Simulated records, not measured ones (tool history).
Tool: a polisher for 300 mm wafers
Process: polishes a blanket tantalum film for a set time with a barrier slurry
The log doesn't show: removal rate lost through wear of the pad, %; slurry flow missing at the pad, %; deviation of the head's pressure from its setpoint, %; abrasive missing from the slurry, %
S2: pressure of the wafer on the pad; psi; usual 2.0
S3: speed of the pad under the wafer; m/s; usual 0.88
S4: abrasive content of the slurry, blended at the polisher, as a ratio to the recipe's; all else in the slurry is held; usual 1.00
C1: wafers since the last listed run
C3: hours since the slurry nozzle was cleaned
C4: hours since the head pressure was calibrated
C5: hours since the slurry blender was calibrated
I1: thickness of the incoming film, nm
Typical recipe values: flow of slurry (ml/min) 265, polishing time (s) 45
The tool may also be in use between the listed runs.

run 1 hour=0.0 | flow_of_slurry_(ml/min)=265 S2=2.0 S3=0.88 S4=1.00 polishing_time_(s)=45 | C1=0 wafers_polished_on_this_pad=4399 C3=507.6 C4=60.0 C5=222.7 | I1=188.8 | film_removed_(angstrom)=567
-- hour=44.9 worn pad replaced by a new one
-- hour=46.2 slurry blender recalibrated
run 2 hour=46.7 | flow_of_slurry_(ml/min)=265 S2=2.0 S3=0.88 S4=1.00 polishing_time_(s)=45 | C1=659 wafers_polished_on_this_pad=7 C3=554.3 C4=106.7 C5=0.5 | I1=189.9 | film_removed_(angstrom)=616
run 3 hour=88.7 | flow_of_slurry_(ml/min)=265 S2=2.0 S3=0.88 S4=1.00 polishing_time_(s)=45 | C1=669 wafers_polished_on_this_pad=677 C3=596.3 C4=148.7 C5=42.5 | I1=193.6 | film_removed_(angstrom)=591
run 4 hour=127.0 | flow_of_slurry_(ml/min)=265 S2=2.0 S3=0.88 S4=1.00 polishing_time_(s)=45 | C1=610 wafers_polished_on_this_pad=1288 C3=634.6 C4=187.0 C5=80.8 | I1=189.4 | film_removed_(angstrom)=585
run 5 hour=184.5 | flow_of_slurry_(ml/min)=265 S2=2.0 S3=0.88 S4=1.00 polishing_time_(s)=45 | C1=916 wafers_polished_on_this_pad=2204 C3=692.1 C4=244.5 C5=138.3 | I1=191.6 | film_removed_(angstrom)=580
run 6 hour=240.7 | flow_of_slurry_(ml/min)=265 S2=2.0 S3=0.88 S4=1.00 polishing_time_(s)=45 | C1=896 wafers_polished_on_this_pad=3100 C3=748.3 C4=300.7 C5=194.5 | I1=189.4 | film_removed_(angstrom)=561
-- hour=275.1 slurry nozzle cleaned
run 7 hour=288.6 | flow_of_slurry_(ml/min)=265 S2=2.0 S3=0.88 S4=1.00 polishing_time_(s)=45 | C1=747 wafers_polished_on_this_pad=3848 C3=13.5 C4=348.6 C5=242.4 | I1=187.1 | film_removed_(angstrom)=582
-- hour=303.6 slurry blender recalibrated
run 8 hour=347.6 | flow_of_slurry_(ml/min)=265 S2=2.0 S3=0.88 S4=1.00 polishing_time_(s)=45 | C1=908 wafers_polished_on_this_pad=4757 C3=72.5 C4=407.6 C5=44.0 | I1=190.1 | film_removed_(angstrom)=577
-- hour=371.6 worn pad replaced by a new one
run 9 hour=560.5 | flow_of_slurry_(ml/min)=265 S2=2.0 S3=0.88 S4=1.00 polishing_time_(s)=45 | C1=3330 wafers_polished_on_this_pad=3010 C3=285.4 C4=620.5 C5=256.9 | I1=188.3 | film_removed_(angstrom)=578
-- hour=612.6 slurry blender recalibrated
run 10 hour=622.5 | flow_of_slurry_(ml/min)=265 S2=2.0 S3=0.88 S4=1.00 polishing_time_(s)=45 | C1=956 wafers_polished_on_this_pad=3967 C3=347.4 C4=682.5 C5=9.9 | I1=189.3 | film_removed_(angstrom)=571
-- hour=668.7 worn pad replaced by a new one
run 11 hour=669.8 | flow_of_slurry_(ml/min)=265 S2=2.0 S3=0.88 S4=1.00 polishing_time_(s)=45 | C1=690 wafers_polished_on_this_pad=17 C3=394.7 C4=729.8 C5=57.2 | I1=191.1 | film_removed_(angstrom)=628
-- hour=694.7 head pressure recalibrated
run 12 hour=704.0 | flow_of_slurry_(ml/min)=305 S2=2.0 S3=0.88 S4=1.00 polishing_time_(s)=45 | C1=513 wafers_polished_on_this_pad=531 C3=428.9 C4=9.3 C5=91.4 | I1=190.2 | film_removed_(angstrom)=611
run 13 hour=766.2 | flow_of_slurry_(ml/min)=265 S2=2.0 S3=0.88 S4=1.00 polishing_time_(s)=45 | C1=991 wafers_polished_on_this_pad=1522 C3=491.1 C4=71.5 C5=153.6 | I1=189.6 | film_removed_(angstrom)=576
run 14 hour=824.0 | flow_of_slurry_(ml/min)=265 S2=2.0 S3=0.88 S4=1.00 polishing_time_(s)=45 | C1=921 wafers_polished_on_this_pad=2444 C3=548.9 C4=129.3 C5=211.4 | I1=192.4 | film_removed_(angstrom)=577
run 15 hour=883.5 | flow_of_slurry_(ml/min)=310 S2=2.0 S3=1.02 S4=1.00 polishing_time_(s)=45 | C1=948 wafers_polished_on_this_pad=3393 C3=608.4 C4=188.8 C5=270.9 | I1=190.2 | film_removed_(angstrom)=660
-- hour=942.0 slurry blender recalibrated
run 16 hour=942.5 | flow_of_slurry_(ml/min)=355 S2=2.0 S3=1.00 S4=1.00 polishing_time_(s)=30 | C1=908 wafers_polished_on_this_pad=4301 C3=667.4 C4=247.8 C5=0.5 | I1=190.9 | film_removed_(angstrom)=437
-- hour=953.9 worn pad replaced by a new one
run 17 hour=972.5 | flow_of_slurry_(ml/min)=265 S2=2.0 S3=1.12 S4=0.75 polishing_time_(s)=45 | C1=414 wafers_polished_on_this_pad=296 C3=697.4 C4=277.8 C5=30.5 | I1=190.9 | film_removed_(angstrom)=703
run 18 hour=1019.9 | flow_of_slurry_(ml/min)=265 S2=2.4 S3=1.04 S4=1.00 polishing_time_(s)=45 | C1=755 wafers_polished_on_this_pad=1052 C3=744.8 C4=325.2 C5=77.9 | I1=186.9 | film_removed_(angstrom)=825
run 19 hour=1057.4 | flow_of_slurry_(ml/min)=265 S2=2.0 S3=0.88 S4=0.85 polishing_time_(s)=45 | C1=597 wafers_polished_on_this_pad=1649 C3=782.3 C4=362.7 C5=115.4 | I1=188.5 | film_removed_(angstrom)=555
-- hour=1124.8 slurry nozzle cleaned
run 20 hour=1125.3 | flow_of_slurry_(ml/min)=310 S2=2.0 S3=0.88 S4=1.00 polishing_time_(s)=45 | C1=1066 wafers_polished_on_this_pad=2716 C3=0.5 C4=430.6 C5=183.3 | I1=191.2 | film_removed_(angstrom)=593
run 21 hour=1167.6 | flow_of_slurry_(ml/min)=265 S2=2.0 S3=0.88 S4=1.00 polishing_time_(s)=45 | C1=674 wafers_polished_on_this_pad=3390 C3=42.8 C4=472.9 C5=225.6 | I1=191.9 | film_removed_(angstrom)=583
run 22 hour=1215.3 | flow_of_slurry_(ml/min)=265 S2=2.0 S3=0.70 S4=1.10 polishing_time_(s)=45 | C1=760 wafers_polished_on_this_pad=4151 C3=90.5 C4=520.6 C5=273.3 | I1=191.9 | film_removed_(angstrom)=471
-- hour=1228.2 worn pad replaced by a new one
-- hour=1236.3 slurry blender recalibrated
run 23 hour=1250.9 | flow_of_slurry_(ml/min)=265 S2=1.8 S3=0.88 S4=0.80 polishing_time_(s)=55 | C1=471 wafers_polished_on_this_pad=330 C3=126.1 C4=556.2 C5=14.6 | I1=190.4 | film_removed_(angstrom)=639
run 24 hour=1284.7 | flow_of_slurry_(ml/min)=265 S2=2.0 S3=0.88 S4=1.00 polishing_time_(s)=60 | C1=538 wafers_polished_on_this_pad=868 C3=159.9 C4=590.0 C5=48.4 | I1=188.5 | film_removed_(angstrom)=810
run 25 hour=1322.6 | flow_of_slurry_(ml/min)=265 S2=2.0 S3=0.88 S4=1.00 polishing_time_(s)=45 | C1=604 wafers_polished_on_this_pad=1473 C3=197.8 C4=627.9 C5=86.3 | I1=190.9 | film_removed_(angstrom)=591
run 26 hour=1357.1 | flow_of_slurry_(ml/min)=265 S2=2.0 S3=0.88 S4=1.00 polishing_time_(s)=45 | C1=550 wafers_polished_on_this_pad=2023 C3=232.3 C4=662.4 C5=120.8 | I1=188.7 | film_removed_(angstrom)=592
run 27 hour=1419.8 | flow_of_slurry_(ml/min)=265 S2=2.0 S3=0.88 S4=1.00 polishing_time_(s)=45 | C1=999 wafers_polished_on_this_pad=3022 C3=295.0 C4=725.1 C5=183.5 | I1=188.0 | film_removed_(angstrom)=583
run 28 hour=1469.3 | flow_of_slurry_(ml/min)=265 S2=2.0 S3=0.70 S4=1.10 polishing_time_(s)=45 | C1=789 wafers_polished_on_this_pad=3812 C3=344.5 C4=774.6 C5=233.0 | I1=194.2 | film_removed_(angstrom)=470
-- hour=1486.9 head pressure recalibrated
run 29 hour=1513.8 | flow_of_slurry_(ml/min)=265 S2=2.4 S3=1.04 S4=1.00 polishing_time_(s)=45 | C1=677 wafers_polished_on_this_pad=4489 C3=389.0 C4=26.9 C5=277.5 | I1=188.8 | film_removed_(angstrom)=802

Here are 3 independent what-if runs from the current tool condition. What would each one return?
run A hour=1514.2 | flow_of_slurry_(ml/min)=265 S2=2.0 S3=0.88 S4=1.00 polishing_time_(s)=57 | C1=6 wafers_polished_on_this_pad=4496 C3=389.4 C4=27.3 C5=277.9 | I1=192.3 | film_removed_(angstrom)=?
run B hour=1514.2 | flow_of_slurry_(ml/min)=265 S2=1.3 S3=0.88 S4=1.00 polishing_time_(s)=45 | C1=6 wafers_polished_on_this_pad=4496 C3=389.4 C4=27.3 C5=277.9 | I1=192.3 | film_removed_(angstrom)=?
run C hour=1514.2 | flow_of_slurry_(ml/min)=265 S2=1.6 S3=0.88 S4=1.00 polishing_time_(s)=45 | C1=6 wafers_polished_on_this_pad=4496 C3=389.4 C4=27.3 C5=277.9 | I1=192.3 | film_removed_(angstrom)=?

run=A film_removed_(angstrom)=718
run=B film_removed_(angstrom)=369
run=C film_removed_(angstrom)=454
Had the tool no hidden state, the same runs would have come out as:
run=A film_removed_(angstrom)=796
run=B film_removed_(angstrom)=408
run=C film_removed_(angstrom)=503

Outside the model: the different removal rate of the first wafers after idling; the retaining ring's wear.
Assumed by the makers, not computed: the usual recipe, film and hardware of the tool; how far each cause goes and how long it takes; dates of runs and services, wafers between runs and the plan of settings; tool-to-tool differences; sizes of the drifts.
